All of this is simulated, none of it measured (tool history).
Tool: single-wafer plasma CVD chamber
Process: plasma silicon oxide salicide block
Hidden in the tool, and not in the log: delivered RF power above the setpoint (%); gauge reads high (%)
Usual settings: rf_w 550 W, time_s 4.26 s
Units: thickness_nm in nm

| run | day | rf_w | time_s | wafers since the last listed run | hours since the last RF generator calibration | hours since the showerhead was replaced | hours since the gauge calibration | read-back reference wafer on the same gauge, thickness_nm | thickness_nm |
|---|---|---|---|---|---|---|---|---|---|
| 1 | 0.000 | 550 | 4.26 | 0 | 1107.4 | 3723.1 | 1175.3 | 38.399 | 46.077 |
| 2 | 2.492 | 550 | 4.26 | 1555 | 1167.2 | 3782.9 | 1235.1 | 38.402 | 46.078 |
|  | 4.083 | gauge calibrated |
| 3 | 9.188 | 550 | 4.57 | 4180 | 1327.9 | 3943.6 | 122.5 | 38.393 | 49.306 |
| 4 | 11.600 | 550 | 4.57 | 1506 | 1385.8 | 4001.5 | 180.4 | 38.385 | 49.322 |
| 5 | 16.012 | 550 | 4.57 | 2754 | 1491.7 | 4107.4 | 286.3 | 38.402 | 49.108 |
| 6 | 20.425 | 600 | 4.26 | 2754 | 1597.6 | 4213.3 | 392.2 | 38.410 | 46.708 |
| 7 | 22.304 | 520 | 4.26 | 1173 | 1642.7 | 4258.4 | 437.3 | 38.396 | 44.718 |
| 8 | 25.092 | 520 | 4.26 | 1740 | 1709.6 | 4325.3 | 504.2 | 38.388 | 44.894 |
| 9 | 27.425 | 550 | 4.70 | 1456 | 1765.6 | 4381.3 | 560.2 | 38.427 | 50.128 |
| 10 | 30.525 | 550 | 4.70 | 1935 | 1840.0 | 4455.7 | 634.6 | 38.431 | 49.886 |
| 11 | 34.938 | 550 | 4.70 | 2754 | 1945.9 | 4561.6 | 740.5 | 38.394 | 50.134 |
| 12 | 37.958 | 630 | 4.50 | 1885 | 2018.4 | 4634.1 | 813.0 | 38.409 | 49.632 |
| 13 | 40.038 | 630 | 4.50 | 1298 | 2068.3 | 4684.0 | 862.9 | 38.405 | 49.742 |
| 14 | 43.371 | 490 | 4.26 | 2080 | 2148.3 | 4764.0 | 942.9 | 38.397 | 43.669 |
|  | 44.854 | showerhead replaced |
| 15 | 47.054 | 490 | 4.26 | 2091 | 2236.7 | 52.8 | 1031.3 | 38.393 | 43.806 |
| 16 | 49.571 | 550 | 4.26 | 1571 | 2297.1 | 113.2 | 1091.7 | 38.412 | 45.036 |
| 17 | 52.112 | 475 | 4.26 | 1586 | 2358.1 | 174.2 | 1152.7 | 38.398 | 43.073 |
|  | 54.812 | RF generator calibrated |
| 18 | 55.788 | 650 | 4.26 | 2086 | 23.4 | 262.4 | 1240.9 | 38.394 | 48.541 |
| 19 | 59.967 | 620 | 4.81 | 2609 | 123.7 | 362.7 | 1341.2 | 38.403 | 54.219 |
| 20 | 62.288 | 550 | 3.63 | 1448 | 179.4 | 418.4 | 1396.9 | 38.402 | 39.431 |
|  | 62.400 | gauge calibrated |
| 21 | 64.292 | 650 | 4.26 | 1251 | 227.5 | 466.5 | 45.4 | 38.384 | 48.608 |
| 22 | 68.383 | 550 | 4.26 | 2554 | 325.7 | 564.7 | 143.6 | 38.414 | 46.544 |
| 23 | 71.654 | 580 | 4.26 | 2041 | 404.2 | 643.2 | 222.1 | 38.398 | 46.833 |
| 24 | 73.288 | 630 | 4.50 | 1019 | 443.4 | 682.4 | 261.3 | 38.409 | 50.650 |
| 25 | 77.321 | 550 | 4.26 | 2517 | 540.2 | 779.2 | 358.1 | 38.400 | 46.030 |
| 26 | 79.158 | 650 | 4.65 | 1147 | 584.3 | 823.3 | 402.2 | 38.421 | 52.689 |
| 27 | 81.258 | 625 | 3.45 | 1311 | 634.7 | 873.7 | 452.6 | 38.384 | 38.618 |
| 28 | 84.962 | 475 | 3.91 | 2312 | 723.6 | 962.6 | 541.5 | 38.380 | 40.515 |
| 29 | 86.858 | 445 | 3.63 | 1183 | 769.1 | 1008.1 | 587.0 | 38.414 | 36.917 |
| 30 | 90.538 | 550 | 3.84 | 2296 | 857.4 | 1096.4 | 675.3 | 38.404 | 41.406 |
| 31 | 94.600 | 550 | 4.26 | 2536 | 954.9 | 1193.9 | 772.8 | 38.404 | 45.819 |
| 32 | 98.975 | 520 | 4.59 | 2731 | 1059.9 | 1298.9 | 877.8 | 38.400 | 48.630 |

3 ways to go on from here, each from the tool as it stands after run 32. What would each give?
| A | 98.992 | 500 | 4.26 | 10 | 1060.3 | 1299.3 | 878.2 | ? | ? |
| B | 98.992 | 455 | 3.98 | 10 | 1060.3 | 1299.3 | 878.2 | ? | ? |
| C | 98.992 | 505 | 4.58 | 10 | 1060.3 | 1299.3 | 878.2 | ? | ? |

| run | read-back reference wafer on the same gauge, thickness_nm | thickness_nm |
|---|---|---|
| A | 38.408 | 44.691 |
| B | 38.408 | 40.666 |
| C | 38.408 | 48.182 |
Without the tool's hidden state the same runs would have given:
| run | thickness_nm |
|---|---|
| A | 45.074 |
| B | 41.014 |
| C | 48.596 |
